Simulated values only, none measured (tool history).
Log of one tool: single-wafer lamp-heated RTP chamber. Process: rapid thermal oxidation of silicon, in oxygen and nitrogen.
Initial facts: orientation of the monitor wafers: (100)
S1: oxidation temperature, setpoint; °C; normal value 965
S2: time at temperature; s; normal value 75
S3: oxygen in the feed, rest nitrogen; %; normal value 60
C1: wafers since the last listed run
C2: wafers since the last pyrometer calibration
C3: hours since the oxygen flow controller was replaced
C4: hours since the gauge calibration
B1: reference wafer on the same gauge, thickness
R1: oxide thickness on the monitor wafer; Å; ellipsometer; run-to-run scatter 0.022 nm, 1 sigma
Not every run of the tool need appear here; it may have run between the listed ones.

{"run": 1, "hour": 0.0, "S1": 965, "S2": 75, "S3": 60, "C1": 0, "C2": 6920, "C3": 2734.7, "C4": 38.1, "B1": 4.589, "R1": 48.03}
{"run": 2, "hour": 14.7, "S1": 965, "S2": 75, "S3": 60, "C1": 134, "C2": 7054, "C3": 2749.4, "C4": 52.8, "B1": 4.589, "R1": 48.34}
{"run": 3, "hour": 31.6, "S1": 965, "S2": 75, "S3": 60, "C1": 154, "C2": 7208, "C3": 2766.3, "C4": 69.7, "B1": 4.594, "R1": 48.18}
{"run": 4, "hour": 46.1, "S1": 983, "S2": 75, "S3": 60, "C1": 132, "C2": 7341, "C3": 2780.8, "C4": 84.2, "B1": 4.596, "R1": 54.41}
{"run": 5, "hour": 61.9, "S1": 983, "S2": 75, "S3": 60, "C1": 144, "C2": 7485, "C3": 2796.6, "C4": 100, "B1": 4.592, "R1": 54.94}
{"run": 6, "hour": 78.0, "S1": 958, "S2": 75, "S3": 60, "C1": 147, "C2": 7632, "C3": 2812.7, "C4": 116.1, "B1": 4.589, "R1": 45.7}
{"run": 7, "hour": 92.5, "S1": 955, "S2": 75, "S3": 60, "C1": 132, "C2": 7764, "C3": 2827.2, "C4": 130.6, "B1": 4.587, "R1": 45.18}
{"run": 8, "hour": 103.4, "S1": 955, "S2": 75, "S3": 60, "C1": 99, "C2": 7864, "C3": 2838.1, "C4": 141.5, "B1": 4.59, "R1": 45.06}
{"run": 9, "hour": 112.3, "S1": 965, "S2": 75, "S3": 60, "C1": 81, "C2": 7945, "C3": 2847, "C4": 150.4, "B1": 4.589, "R1": 48.38}
{"hour": 125.3, "done": "oxygen flow controller replaced"}
{"run": 10, "hour": 125.8, "S1": 965, "S2": 75, "S3": 60, "C1": 50, "C2": 7995, "C3": 0.5, "C4": 163.9, "B1": 4.584, "R1": 48.42}
{"run": 11, "hour": 130.7, "S1": 965, "S2": 75, "S3": 60, "C1": 44, "C2": 8040, "C3": 5.4, "C4": 168.8, "B1": 4.595, "R1": 48.62}
{"run": 12, "hour": 140.4, "S1": 965, "S2": 75, "S3": 60, "C1": 88, "C2": 8129, "C3": 15.1, "C4": 178.5, "B1": 4.585, "R1": 48.24}
{"run": 13, "hour": 151.2, "S1": 965, "S2": 75, "S3": 60, "C1": 98, "C2": 8227, "C3": 25.9, "C4": 189.3, "B1": 4.598, "R1": 48.38}
{"run": 14, "hour": 162.8, "S1": 983, "S2": 46, "S3": 86, "C1": 105, "C2": 8333, "C3": 37.5, "C4": 200.9, "B1": 4.592, "R1": 50.48}
{"hour": 176.4, "done": "pyrometer window cleaned and pyrometer calibrated"}
{"run": 15, "hour": 176.9, "S1": 965, "S2": 75, "S3": 60, "C1": 55, "C2": 4, "C3": 51.6, "C4": 215, "B1": 4.593, "R1": 45.17}
{"run": 16, "hour": 181.6, "S1": 957, "S2": 96, "S3": 60, "C1": 42, "C2": 47, "C3": 56.3, "C4": 219.7, "B1": 4.584, "R1": 47.01}
{"hour": 198.6, "done": "gauge calibrated"}
{"run": 17, "hour": 199.4, "S1": 965, "S2": 75, "S3": 60, "C1": 162, "C2": 210, "C3": 74.1, "C4": 0.8, "B1": 4.588, "R1": 44.95}
{"run": 18, "hour": 206.6, "S1": 941, "S2": 88, "S3": 60, "C1": 65, "C2": 275, "C3": 81.3, "C4": 8, "B1": 4.6, "R1": 40.99}
{"run": 19, "hour": 222.1, "S1": 965, "S2": 75, "S3": 60, "C1": 141, "C2": 417, "C3": 96.8, "C4": 23.5, "B1": 4.591, "R1": 45.45}
{"run": 20, "hour": 236.5, "S1": 994, "S2": 75, "S3": 76, "C1": 131, "C2": 549, "C3": 111.2, "C4": 37.9, "B1": 4.593, "R1": 60.76}
{"run": 21, "hour": 244.9, "S1": 954, "S2": 75, "S3": 60, "C1": 76, "C2": 625, "C3": 119.6, "C4": 46.3, "B1": 4.59, "R1": 42.29}
{"run": 22, "hour": 258.8, "S1": 965, "S2": 47, "S3": 32, "C1": 126, "C2": 752, "C3": 133.5, "C4": 60.2, "B1": 4.588, "R1": 32.4}
{"run": 23, "hour": 269.2, "S1": 965, "S2": 90, "S3": 79, "C1": 94, "C2": 847, "C3": 143.9, "C4": 70.6, "B1": 4.589, "R1": 54.01}
{"run": 24, "hour": 280.6, "S1": 988, "S2": 90, "S3": 35, "C1": 104, "C2": 951, "C3": 155.3, "C4": 82, "B1": 4.597, "R1": 49.31}
{"run": 25, "hour": 287.4, "S1": 947, "S2": 97, "S3": 80, "C1": 62, "C2": 1013, "C3": 162.1, "C4": 88.8, "B1": 4.58, "R1": 49.61}
{"run": 26, "hour": 297.2, "S1": 995, "S2": 90, "S3": 40, "C1": 89, "C2": 1103, "C3": 171.9, "C4": 98.6, "B1": 4.594, "R1": 53.96}

Below, some changes in R1 between adjacent runs. For each, the amount present without the hidden state too (settings, incoming material, random variation) and the amount remaining for the hidden state with gauge scatter not shared by both compared results:
What the log doesn't record here: true wafer temperature minus pyrometer reading, K; deviation of the oxygen flow from its setpoint, %; gauge reads high (%).
Run 14 -> 15: S1 983 -> 965, S2 46 -> 75, S3 86 -> 60, pyrometer window cleaned and pyrometer calibrated. R1 -5.31 Å: hidden state -3.42, all else -1.89.
Run 20 -> 21: S1 994 -> 954, S3 76 -> 60. R1 -18.47 Å: hidden state -0.34, all else -18.13.
Run 22 -> 23: S2 47 -> 90, S3 32 -> 79. R1 +21.61 Å: hidden state +0.88, all else +20.73.
